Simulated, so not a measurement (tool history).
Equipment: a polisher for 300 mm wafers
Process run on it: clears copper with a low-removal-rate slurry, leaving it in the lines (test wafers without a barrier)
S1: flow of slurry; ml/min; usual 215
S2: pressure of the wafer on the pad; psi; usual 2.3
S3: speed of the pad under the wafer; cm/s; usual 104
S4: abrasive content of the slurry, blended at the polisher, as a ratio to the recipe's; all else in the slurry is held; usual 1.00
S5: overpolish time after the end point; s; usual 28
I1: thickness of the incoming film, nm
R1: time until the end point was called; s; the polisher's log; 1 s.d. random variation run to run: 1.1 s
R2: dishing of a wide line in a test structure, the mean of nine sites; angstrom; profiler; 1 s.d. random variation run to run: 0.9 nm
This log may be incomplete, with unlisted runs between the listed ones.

run	hour	S1	S2	S3	S4	S5	I1	R1	R2
1	0.0	215	2.3	104	1.00	28	210.6	76.4	508
2	7.4	215	2.0	84	1.00	28	212.6	107.3	396
3	21.7	215	2.0	84	1.00	28	211.1	102.9	404
4	29.0	165	2.3	104	1.00	28	213.9	80.1	498
5	39.8	165	2.3	104	1.00	28	213.8	80.6	487
# hour 45.3: worn pad replaced by a new one
6	52.6	165	2.3	104	1.00	28	205.5	76.3	506
7	63.8	215	2.0	104	1.00	28	209.8	84.4	450
# hour 67.7: head pressure recalibrated
8	72.6	215	2.0	104	1.00	28	207.2	89.6	456
9	80.2	215	2.0	104	1.00	28	213.0	92.6	433
10	90.7	260	2.3	94	1.00	42	207.4	83.5	613
11	101.5	165	2.3	104	1.00	28	209.8	82.1	461
12	124.3	215	2.3	104	1.00	28	211.0	81.5	488
# hour 133.6: slurry nozzle cleaned
# hour 135.9: worn pad replaced by a new one, of another model than before
13	136.4	215	2.3	104	0.85	28	211.8	84.6	454
14	147.2	215	2.3	104	1.00	28	209.0	78.9	480
15	154.8	280	2.8	132	1.00	28	208.0	58.0	604
16	162.6	170	2.3	70	0.80	38	210.8	109.0	483
17	169.5	215	2.3	130	1.00	28	210.5	71.8	542
# hour 181.9: slurry blender recalibrated
18	184.5	255	2.3	120	1.00	28	208.6	71.1	516
19	197.0	215	2.3	104	1.00	28	210.3	80.1	489
20	205.1	235	2.3	136	1.00	28	208.5	65.5	538
# hour 220.4: worn pad replaced by a new one
21	229.3	215	1.6	126	1.00	28	208.3	85.1	443
22	242.6	285	2.3	126	1.00	28	207.6	68.4	560
23	278.7	145	1.8	84	1.00	28	210.2	114.8	362
24	296.2	215	1.6	104	1.00	28	211.4	98.6	401
# hour 303.1: worn pad replaced by a new one
25	303.7	215	2.3	104	1.00	28	208.8	78.8	492
26	313.2	240	2.3	104	1.00	28	211.5	79.0	494
27	320.4	215	1.8	90	1.00	28	210.3	97.6	398

What was the tool's hidden state at every run in the log?
removal rate lost through wear of the pad, %: 0 across all the runs
slurry flow missing at the pad, %: 0 across all the runs
abrasive missing from the slurry, %: 0 across all the runs
H1: deviation of the head's pressure from its setpoint, %
run	H1
1	5.48
2	5.74
3	6.24
4	6.5
5	6.9
6	7.38
7	7.82
8	-0.288
9	-0.282
10	-0.266
11	-0.24
12	-0.153
13	-0.0883
14	-0.0203
15	0.0335
16	0.0938
17	0.151
18	0.291
19	0.421
20	0.513
21	0.821
22	1.01
23	1.6
24	1.93
25	2.08
26	2.27
27	2.42
